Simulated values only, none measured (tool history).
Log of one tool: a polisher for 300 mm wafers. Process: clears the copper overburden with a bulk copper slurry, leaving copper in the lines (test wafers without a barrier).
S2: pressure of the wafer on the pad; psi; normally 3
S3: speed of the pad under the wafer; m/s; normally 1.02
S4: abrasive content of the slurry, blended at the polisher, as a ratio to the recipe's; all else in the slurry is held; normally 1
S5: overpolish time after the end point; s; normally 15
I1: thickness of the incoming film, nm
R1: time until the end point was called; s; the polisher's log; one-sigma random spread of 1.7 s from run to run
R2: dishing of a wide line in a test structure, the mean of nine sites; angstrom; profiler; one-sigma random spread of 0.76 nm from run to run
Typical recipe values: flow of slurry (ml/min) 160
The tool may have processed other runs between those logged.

Run 1, hour 0: usual settings but S4 1.15; I1 808.4. Result: R1 85 s, R2 663 angstrom.
Run 2, hour 71.7: usual settings; I1 814.7. Result: R1 96.5 s, R2 639 angstrom.
Run 3, hour 117.9: usual settings but S2 2.5 psi; I1 817.5. Result: R1 93 s, R2 611 angstrom.
Run 4, hour 189: usual settings but S2 2.5 psi; I1 820.2. Result: R1 101.3 s, R2 610 angstrom.
Run 5, hour 216.2: usual settings but S2 2.5 psi; I1 818.6. Result: R1 100.1 s, R2 616 angstrom.
Run 6, hour 262.6: usual settings but S4 1.2; I1 806.7. Result: R1 89.7 s, R2 651 angstrom.
Run 7, hour 403.7: usual settings; I1 816.9. Result: R1 88 s, R2 643 angstrom.
Run 8, hour 438.6: usual settings; I1 805.3. Result: R1 90.7 s, R2 640 angstrom.
Run 9, hour 506.2: usual settings; I1 799.3. Result: R1 95.6 s, R2 632 angstrom.
Run 10, hour 574.8: usual settings; I1 822.9. Result: R1 86.2 s, R2 661 angstrom.
Run 11, hour 600.1: usual settings but flow of slurry (ml/min) 175, S3 1.36 m/s; I1 810.2. Result: R1 63.8 s, R2 749 angstrom.
Run 12, hour 654.6: usual settings but S5 7 s; I1 799.1. Result: R1 88.3 s, R2 405 angstrom.
Run 13, hour 701.5: usual settings; I1 809.1. Result: R1 92.8 s, R2 633 angstrom.
Run 14, hour 758.9: usual settings; I1 810.5. Result: R1 98.1 s, R2 615 angstrom.
Run 15, hour 792.6: usual settings but flow of slurry (ml/min) 185, S3 0.76 m/s, S4 1.2; I1 808. Result: R1 137.4 s, R2 524 angstrom.
Run 16, hour 834: usual settings; I1 794. Result: R1 82.8 s, R2 658 angstrom.
Run 17, hour 872.5: usual settings but flow of slurry (ml/min) 210, S3 1.22 m/s; I1 815.7. Result: R1 73.4 s, R2 726 angstrom.
Run 18, hour 913.9: usual settings but S2 3.3 psi; I1 804.3. Result: R1 81.4 s, R2 674 angstrom.
Run 19, hour 957.4: usual settings but S3 1.16 m/s, S4 1.1; I1 804. Result: R1 80.4 s, R2 681 angstrom.
Run 20, hour 1026.7: usual settings; I1 815.5. Result: R1 89.9 s, R2 664 angstrom.

Withheld: 15 entries from between the runs. Position of each, and hidden state at the listed run before versus the listed run after:
In the gap between runs 1 and 2: slurry blender recalibrated (hour 0.4); slurry nozzle cleaned (hour 60.2)
  removal rate lost through wear of the pad, %: 3.35 -> 9
  the result without the hidden state subtracted from the measured one, R1: +2.9 -> +8.7 s; R2: -11 -> -30 angstrom
In the gap between runs 2 and 3: worn pad replaced by a new one (hour 106.8)
  removal rate lost through wear of the pad, %: 9 -> 0.499
  the result without the hidden state subtracted from the measured one, R1: +8.7 -> +0.5 s; R2: -30 -> -2 angstrom
In the gap between runs 3 and 4: slurry blender recalibrated (hour 186.4)
  removal rate lost through wear of the pad, %: 0.499 -> 2.39
  the result without the hidden state subtracted from the measured one, R1: +0.5 -> +2.5 s; R2: -2 -> -7 angstrom
In the gap between runs 6 and 7: head pressure recalibrated (hour 322.7); worn pad replaced by a new one (hour 330.1); slurry blender recalibrated (hour 377.5)
  removal rate lost through wear of the pad, %: 7.38 -> 3.06
  the result without the hidden state subtracted from the measured one, R1: +6.6 -> +2.6 s; R2: -24 -> -10 angstrom
In the gap between runs 8 and 9: slurry nozzle cleaned (hour 439.6)
  removal rate lost through wear of the pad, %: 4.86 -> 10.3
  the result without the hidden state subtracted from the measured one, R1: +4.4 -> +9.8 s; R2: -16 -> -35 angstrom
In the gap between runs 9 and 10: worn pad replaced by a new one (hour 563.2)
  removal rate lost through wear of the pad, %: 10.3 -> 2.47
  the result without the hidden state subtracted from the measured one, R1: +9.8 -> +2.2 s; R2: -35 -> -8 angstrom
In the gap between runs 10 and 11: slurry blender recalibrated (hour 598)
  removal rate lost through wear of the pad, %: 2.47 -> 2.82
  the result without the hidden state subtracted from the measured one, R1: +2.2 -> +1.8 s; R2: -8 -> -7 angstrom
In the gap between runs 13 and 14: slurry nozzle cleaned (hour 735.4)
  removal rate lost through wear of the pad, %: 7.88 -> 13.3
  the result without the hidden state subtracted from the measured one, R1: +7.4 -> +13.1 s; R2: -26 -> -45 angstrom
In the gap between runs 14 and 15: slurry blender recalibrated (hour 773.6)
  removal rate lost through wear of the pad, %: 13.3 -> 17.4
  the result without the hidden state subtracted from the measured one, R1: +13.1 -> +24 s; R2: -45 -> -63 angstrom
In the gap between runs 15 and 16: worn pad replaced by a new one (hour 797.6)
  removal rate lost through wear of the pad, %: 17.4 -> 1.21
  the result without the hidden state subtracted from the measured one, R1: +24 -> +1 s; R2: -63 -> -4 angstrom
In the gap between runs 19 and 20: worn pad replaced by a new one (hour 984.3); slurry blender recalibrated (hour 995.1)
  removal rate lost through wear of the pad, %: 8.1 -> 1.25
  the result without the hidden state subtracted from the measured one, R1: +6.5 -> +1.1 s; R2: -26 -> -4 angstrom
